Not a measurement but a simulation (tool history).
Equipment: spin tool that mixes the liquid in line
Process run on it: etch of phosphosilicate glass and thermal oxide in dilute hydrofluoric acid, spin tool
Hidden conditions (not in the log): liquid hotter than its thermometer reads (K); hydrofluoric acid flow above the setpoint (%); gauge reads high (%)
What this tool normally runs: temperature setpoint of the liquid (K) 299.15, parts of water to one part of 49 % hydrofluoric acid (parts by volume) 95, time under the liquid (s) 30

run,day,temperature setpoint of the liquid (K),parts of water to one part of 49 % hydrofluoric acid (parts by volume),time under the liquid (s),wafers since the last listed run,hours since the thermometer was replaced,hours since the hydrofluoric acid flow meter was replaced,hours since the gauge calibration,"read-back film thickness of the phosphosilicate glass reference wafer, read on the same gauge (nm)","read-back film thickness of the thermal oxide reference wafer, read on the same gauge (nm)",thickness taken off the phosphosilicate glass on a monitor wafer (Å),thickness taken off the thermal oxide on a monitor wafer (Å)
1,0.000,299.15,95,30,0,1200.5,276.9,578.1,153.81,51.287,641.5,19.46
2,4.196,299.15,95,30,2035,1301.2,377.6,678.8,154.14,51.355,635.0,19.20
3,8.150,295.15,95,30,1917,1396.1,472.5,773.7,154.35,51.530,547.2,16.80
4,12.233,295.15,95,30,1980,1494.1,570.5,871.7,154.59,51.541,548.4,16.82
5,14.112,299.15,95,40,911,1539.2,615.6,916.8,154.70,51.559,861.1,26.21
# day 15.496: hydrofluoric acid flow meter replaced
6,17.488,300.65,95,30,1616,1620.2,47.8,997.8,154.81,51.616,678.7,20.65
# day 20.529: thermometer replaced
7,21.862,300.65,95,30,2101,32.0,152.8,1102.8,154.93,51.669,687.2,21.36
# day 24.762: gauge calibrated
8,25.612,299.15,95,30,1818,122.0,242.8,20.4,150.79,50.285,630.8,19.47
9,37.425,299.15,95,30,5729,405.5,526.3,303.9,153.53,51.171,639.3,19.64
10,40.842,295.15,65,30,1657,487.5,608.3,385.9,154.10,51.353,827.4,25.61
# day 42.400: hydrofluoric acid flow meter replaced
11,43.275,294.15,110,45,1159,545.9,21.0,444.3,154.37,51.466,668.5,20.28
12,45.462,302.15,115,40,1060,598.4,73.5,496.8,154.65,51.536,768.9,23.53
13,47.746,300.65,95,30,1107,653.2,128.3,551.6,154.87,51.621,685.7,21.07
14,50.425,299.15,95,30,1299,717.5,192.6,615.9,155.10,51.708,645.9,20.12
15,52.633,299.15,75,45,1071,770.5,245.6,668.9,155.27,51.742,1255.8,38.43
16,54.662,299.15,95,20,984,819.2,294.3,717.6,155.41,51.812,429.2,13.52
17,58.704,294.15,95,30,1960,916.2,391.3,814.6,155.67,51.900,529.2,16.42
18,60.471,299.15,130,35,856,958.6,433.7,857.0,155.72,51.904,520.1,15.93

4 options for the next run, each taken on its own from the tool as it stands now. Forecast them:
A,60.488,299.15,95,30,8,959.0,434.1,857.4,?,?,?,?
B,60.488,301.65,95,20,8,959.0,434.1,857.4,?,?,?,?
C,60.488,296.15,55,50,8,959.0,434.1,857.4,?,?,?,?
D,60.488,299.15,75,20,8,959.0,434.1,857.4,?,?,?,?

run,"read-back film thickness of the phosphosilicate glass reference wafer, read on the same gauge (nm)","read-back film thickness of the thermal oxide reference wafer, read on the same gauge (nm)",thickness taken off the phosphosilicate glass on a monitor wafer (Å),thickness taken off the thermal oxide on a monitor wafer (Å)
A,155.73,51.891,647.0,19.76
B,155.73,51.891,475.0,14.51
C,155.73,51.891,1738.6,53.10
D,155.73,51.891,561.0,17.13
With no hidden state in the tool, these same runs would have given:
run,thickness taken off the phosphosilicate glass on a monitor wafer (Å),thickness taken off the thermal oxide on a monitor wafer (Å)
A,623.2,19.03
B,457.6,13.97
C,1674.6,51.14
D,540.3,16.50
